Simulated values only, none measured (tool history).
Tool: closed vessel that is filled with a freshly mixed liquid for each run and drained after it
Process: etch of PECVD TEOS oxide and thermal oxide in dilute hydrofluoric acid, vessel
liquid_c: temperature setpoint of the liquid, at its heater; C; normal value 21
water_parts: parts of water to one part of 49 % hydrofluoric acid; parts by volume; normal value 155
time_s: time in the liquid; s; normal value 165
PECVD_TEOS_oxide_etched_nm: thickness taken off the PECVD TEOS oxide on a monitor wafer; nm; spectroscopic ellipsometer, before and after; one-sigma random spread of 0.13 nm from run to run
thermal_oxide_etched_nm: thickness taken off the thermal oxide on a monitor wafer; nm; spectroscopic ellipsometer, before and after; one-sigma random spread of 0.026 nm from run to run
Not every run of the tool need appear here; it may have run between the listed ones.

| run | day | liquid_c | water_parts | time_s | wafers since the last listed run | hours since the thermometer was replaced | hours since the hydrofluoric acid flow meter was replaced | hours since the gauge calibration | read-back film thickness of the PECVD TEOS oxide reference wafer, read on the same gauge (nm) | read-back film thickness of the thermal oxide reference wafer, read on the same gauge (nm) | PECVD_TEOS_oxide_etched_nm | thermal_oxide_etched_nm |
|---|---|---|---|---|---|---|---|---|---|---|---|---|
| 1 | 0 | 21 | 155 | 165 | 0 | 331.3 | 859.7 | 192.2 | 130.06 | 89.977 | 16.61 | 4.122 |
| 2 | 0.529 | 21 | 155 | 165 | 945 | 344 | 872.4 | 204.9 | 129.94 | 89.995 | 16.9 | 4.111 |
| 3 | 0.962 | 21 | 155 | 165 | 774 | 354.4 | 882.8 | 215.3 | 130.03 | 89.974 | 16.37 | 4.125 |
| 4 | 1.333 | 21 | 155 | 110 | 662 | 363.3 | 891.7 | 224.2 | 129.99 | 90.008 | 10.99 | 2.755 |
| 5 | 1.833 | 21 | 155 | 110 | 893 | 375.3 | 903.7 | 236.2 | 129.98 | 90 | 11.04 | 2.738 |
| 6 | 2.458 | 21 | 155 | 110 | 1116 | 390.3 | 918.7 | 251.2 | 129.99 | 90.008 | 11.24 | 2.761 |
|  | 3.008 | hydrofluoric acid flow meter replaced |
|  | 3.062 | gauge calibrated |
| 7 | 3.183 | 21 | 110 | 165 | 1220 | 407.7 | 4.2 | 2.9 | 130.01 | 90.011 | 24.99 | 6.132 |
| 8 | 3.625 | 21 | 110 | 165 | 788 | 418.3 | 14.8 | 13.5 | 129.99 | 90.021 | 25 | 6.139 |
| 9 | 3.917 | 21 | 155 | 165 | 521 | 425.3 | 21.8 | 20.5 | 129.99 | 90 | 16.65 | 4.155 |
| 10 | 6.108 | 21 | 155 | 105 | 3915 | 477.9 | 74.4 | 73.1 | 129.96 | 89.994 | 10.77 | 2.673 |
|  | 6.65 | thermometer replaced |
| 11 | 6.817 | 18.5 | 185 | 200 | 1190 | 4 | 91.4 | 90.1 | 129.99 | 90.008 | 15.88 | 3.896 |
| 12 | 7.554 | 21 | 100 | 215 | 1317 | 21.7 | 109.1 | 107.8 | 129.97 | 89.965 | 38.03 | 9.294 |
| 13 | 8.092 | 21 | 155 | 165 | 960 | 34.6 | 122 | 120.7 | 129.96 | 89.99 | 17.48 | 4.369 |
| 14 | 8.358 | 21 | 155 | 115 | 476 | 41 | 128.4 | 127.1 | 129.95 | 90.004 | 12.34 | 3.072 |
|  | 8.792 | thermometer replaced, repeated, since the last time left the tool worse |
| 15 | 8.896 | 21 | 155 | 165 | 885 | 2.5 | 141.3 | 140 | 130.01 | 90.009 | 15.52 | 3.915 |
| 16 | 9.642 | 23.5 | 155 | 130 | 1332 | 20.4 | 159.2 | 157.9 | 130 | 89.998 | 13.69 | 3.415 |

For each entry between runs, how does the tool's hidden state at the last listed run before it compare with that at the first listed run after it?
Run 6 -> run 7: hydrofluoric acid flow meter replaced (day 3.008); gauge calibrated (day 3.062)
  liquid hotter than its thermometer reads (K): 1.68 -> 1.74
  measured result minus the result with no hidden state, PECVD_TEOS_oxide_etched_nm: +0.72 -> +1.69 nm; thermal_oxide_etched_nm: +0.175 -> +0.414 nm
Run 10 -> run 11: thermometer replaced (day 6.65)
  liquid hotter than its thermometer reads (K): 1.98 -> 3.09
  measured result minus the result with no hidden state, PECVD_TEOS_oxide_etched_nm: +0.8 -> +1.8 nm; thermal_oxide_etched_nm: +0.198 -> +0.442 nm
Run 14 -> run 15: thermometer replaced, repeated, since the last time left the tool worse (day 8.792)
  liquid hotter than its thermometer reads (K): 3.22 -> 0.183
  measured result minus the result with no hidden state, PECVD_TEOS_oxide_etched_nm: +1.45 -> +0.11 nm; thermal_oxide_etched_nm: +0.359 -> +0.028 nm
